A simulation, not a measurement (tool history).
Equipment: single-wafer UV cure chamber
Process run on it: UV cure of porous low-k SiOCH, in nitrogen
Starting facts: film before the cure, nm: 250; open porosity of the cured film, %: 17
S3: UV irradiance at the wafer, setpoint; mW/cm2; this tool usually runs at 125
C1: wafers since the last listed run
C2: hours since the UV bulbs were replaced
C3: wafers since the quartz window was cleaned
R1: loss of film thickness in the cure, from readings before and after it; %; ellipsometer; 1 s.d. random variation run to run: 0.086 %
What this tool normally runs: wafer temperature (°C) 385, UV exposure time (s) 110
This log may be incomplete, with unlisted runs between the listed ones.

run 1 hour=0 | wafer_temperature_(°C)=385 UV_exposure_time_(s)=110 S3=125 | C1=0 C2=1720.8 C3=2738 | R1=6.914
run 2 hour=13.5 | wafer_temperature_(°C)=385 UV_exposure_time_(s)=110 S3=125 | C1=63 C2=1734.3 C3=2801 | R1=7.001
run 3 hour=27.3 | wafer_temperature_(°C)=385 UV_exposure_time_(s)=110 S3=125 | C1=64 C2=1748.1 C3=2866 | R1=6.979
run 4 hour=55.5 | wafer_temperature_(°C)=372 UV_exposure_time_(s)=110 S3=125 | C1=131 C2=1776.3 C3=2998 | R1=6.744
run 5 hour=84 | wafer_temperature_(°C)=372 UV_exposure_time_(s)=110 S3=125 | C1=133 C2=1804.8 C3=3131 | R1=6.663
run 6 hour=103 | wafer_temperature_(°C)=385 UV_exposure_time_(s)=110 S3=125 | C1=88 C2=1823.8 C3=3220 | R1=6.861
run 7 hour=143.5 | wafer_temperature_(°C)=385 UV_exposure_time_(s)=110 S3=125 | C1=189 C2=1864.3 C3=3409 | R1=6.748
run 8 hour=160 | wafer_temperature_(°C)=385 UV_exposure_time_(s)=110 S3=125 | C1=77 C2=1880.8 C3=3486 | R1=6.653
-- hour=176.2 UV bulbs replaced
run 9 hour=185.4 | wafer_temperature_(°C)=385 UV_exposure_time_(s)=110 S3=125 | C1=81 C2=9.2 C3=3567 | R1=8.36
run 10 hour=202.4 | wafer_temperature_(°C)=385 UV_exposure_time_(s)=110 S3=152 | C1=79 C2=26.2 C3=3647 | R1=9.069
run 11 hour=228.2 | wafer_temperature_(°C)=385 UV_exposure_time_(s)=110 S3=94 | C1=120 C2=52 C3=3767 | R1=7.18
run 12 hour=242.6 | wafer_temperature_(°C)=369 UV_exposure_time_(s)=95 S3=111 | C1=67 C2=66.4 C3=3834 | R1=7.09
-- hour=303.5 quartz window cleaned
run 13 hour=309.6 | wafer_temperature_(°C)=377 UV_exposure_time_(s)=110 S3=135 | C1=275 C2=133.4 C3=28 | R1=8.497
run 14 hour=335.8 | wafer_temperature_(°C)=403 UV_exposure_time_(s)=110 S3=125 | C1=122 C2=159.6 C3=151 | R1=8.434
run 15 hour=356.7 | wafer_temperature_(°C)=373 UV_exposure_time_(s)=135 S3=125 | C1=97 C2=180.5 C3=248 | R1=8.779
run 16 hour=376.9 | wafer_temperature_(°C)=376 UV_exposure_time_(s)=110 S3=107 | C1=94 C2=200.7 C3=343 | R1=7.437
run 17 hour=392.8 | wafer_temperature_(°C)=376 UV_exposure_time_(s)=110 S3=107 | C1=74 C2=216.6 C3=417 | R1=7.616

4 ways to go on from here, each from the tool as it stands after run 17. What would each give?
run A hour=393.3 | wafer_temperature_(°C)=385 UV_exposure_time_(s)=110 S3=125 | C1=2 C2=217.1 C3=419 | R1=?
run B hour=393.3 | wafer_temperature_(°C)=385 UV_exposure_time_(s)=150 S3=125 | C1=2 C2=217.1 C3=419 | R1=?
run C hour=393.3 | wafer_temperature_(°C)=372 UV_exposure_time_(s)=110 S3=101 | C1=2 C2=217.1 C3=419 | R1=?
run D hour=393.3 | wafer_temperature_(°C)=371 UV_exposure_time_(s)=110 S3=125 | C1=2 C2=217.1 C3=419 | R1=?

run=A R1=8.227
run=B R1=9.442
run=C R1=7.221
run=D R1=8.007
The same runs, with their run-to-run variation unchanged, on a tool lacking any hidden condition would have given:
run=A R1=8.336
run=B R1=9.555
run=C R1=7.327
run=D R1=8.115
